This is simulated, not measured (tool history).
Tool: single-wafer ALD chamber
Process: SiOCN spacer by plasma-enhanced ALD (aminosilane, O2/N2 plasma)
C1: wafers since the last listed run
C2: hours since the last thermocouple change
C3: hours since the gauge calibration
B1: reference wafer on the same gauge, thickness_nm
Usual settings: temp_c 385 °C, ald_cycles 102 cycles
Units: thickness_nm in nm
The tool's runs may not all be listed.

Run 1, day 0: usual settings but ald_cycles 115 cycles; C1 0; C2 2325; C3 393.5; B1 5.557. Result: thickness_nm 6.692 nm.
Run 2, day 0.562: usual settings but temp_c 378 °C; C1 41; C2 2338.5; C3 407; B1 5.551. Result: thickness_nm 5.96 nm.
Run 3, day 1.825: usual settings but temp_c 378 °C; C1 92; C2 2368.8; C3 437.3; B1 5.55. Result: thickness_nm 5.98 nm.
Run 4, day 2.846: usual settings; C1 74; C2 2393.3; C3 461.8; B1 5.55. Result: thickness_nm 5.94 nm.
Run 5, day 3.758: usual settings; C1 66; C2 2415.2; C3 483.7; B1 5.55. Result: thickness_nm 5.941 nm.
Run 6, day 4.775: usual settings; C1 74; C2 2439.6; C3 508.1; B1 5.553. Result: thickness_nm 5.934 nm.
Run 7, day 5.508: usual settings; C1 53; C2 2457.2; C3 525.7; B1 5.548. Result: thickness_nm 5.957 nm.
At day 7.288: gauge calibrated.
Run 8, day 7.446: usual settings; C1 141; C2 2503.7; C3 3.8; B1 5.549. Result: thickness_nm 5.92 nm.
Run 9, day 8.108: usual settings; C1 48; C2 2519.6; C3 19.7; B1 5.549. Result: thickness_nm 5.963 nm.
Run 10, day 9: usual settings; C1 65; C2 2541; C3 41.1; B1 5.549. Result: thickness_nm 5.976 nm.
Run 11, day 10.242: usual settings; C1 90; C2 2570.8; C3 70.9; B1 5.553. Result: thickness_nm 5.942 nm.
Run 12, day 11.521: usual settings; C1 93; C2 2601.5; C3 101.6; B1 5.55. Result: thickness_nm 5.951 nm.
Run 13, day 12.1: usual settings but ald_cycles 96 cycles; C1 42; C2 2615.4; C3 115.5; B1 5.55. Result: thickness_nm 5.593 nm.
Run 14, day 12.879: usual settings; C1 56; C2 2634.1; C3 134.2; B1 5.547. Result: thickness_nm 5.951 nm.
Run 15, day 13.721: usual settings but temp_c 377 °C, ald_cycles 92 cycles; C1 61; C2 2654.3; C3 154.4; B1 5.555. Result: thickness_nm 5.368 nm.
Run 16, day 14.412: usual settings but temp_c 373 °C, ald_cycles 87 cycles; C1 50; C2 2670.9; C3 171; B1 5.551. Result: thickness_nm 5.107 nm.
Run 17, day 15.008: usual settings but temp_c 377 °C, ald_cycles 115 cycles; C1 43; C2 2685.2; C3 185.3; B1 5.545. Result: thickness_nm 6.678 nm.
Run 18, day 16.358: usual settings; C1 98; C2 2717.6; C3 217.7; B1 5.545. Result: thickness_nm 5.959 nm.
At day 17.175: thermocouple changed; heater temperature recalibrated.
Run 19, day 17.854: usual settings but temp_c 396 °C, ald_cycles 90 cycles; C1 84; C2 16.3; C3 253.6; B1 5.545. Result: thickness_nm 5.239 nm.
Run 20, day 19.125: usual settings but temp_c 396 °C, ald_cycles 90 cycles; C1 92; C2 46.8; C3 284.1; B1 5.543. Result: thickness_nm 5.254 nm.
Run 21, day 19.738: usual settings; C1 44; C2 61.5; C3 298.8; B1 5.55. Result: thickness_nm 5.952 nm.
Run 22, day 20.979: usual settings but temp_c 389 °C, ald_cycles 116 cycles; C1 90; C2 91.3; C3 328.6; B1 5.554. Result: thickness_nm 6.776 nm.
Run 23, day 22.425: usual settings; C1 105; C2 126; C3 363.3; B1 5.549. Result: thickness_nm 5.975 nm.
Run 24, day 23.55: usual settings but temp_c 381 °C, ald_cycles 86 cycles; C1 82; C2 153; C3 390.3; B1 5.546. Result: thickness_nm 5.044 nm.

Forecast each of these 4 alternatives for the next run:
Run A, day 23.575: usual settings; C1 1; C2 153.6; C3 390.9; B1 ?. Result: thickness_nm ?.
Run B, day 23.575: usual settings but temp_c 393 °C, ald_cycles 112 cycles; C1 1; C2 153.6; C3 390.9; B1 ?. Result: thickness_nm ?.
Run C, day 23.575: usual settings but temp_c 370 °C, ald_cycles 112 cycles; C1 1; C2 153.6; C3 390.9; B1 ?. Result: thickness_nm ?.
Run D, day 23.575: usual settings but temp_c 398 °C, ald_cycles 96 cycles; C1 1; C2 153.6; C3 390.9; B1 ?. Result: thickness_nm ?.

run     B1  thickness_nm
  A  5.548         5.964
  B  5.548         6.549
  C  5.548         6.549
  D  5.548         5.613
Without the tool's hidden state the same runs would have given:
run  thickness_nm
  A         5.964
  B         6.549
  C         6.549
  D         5.613
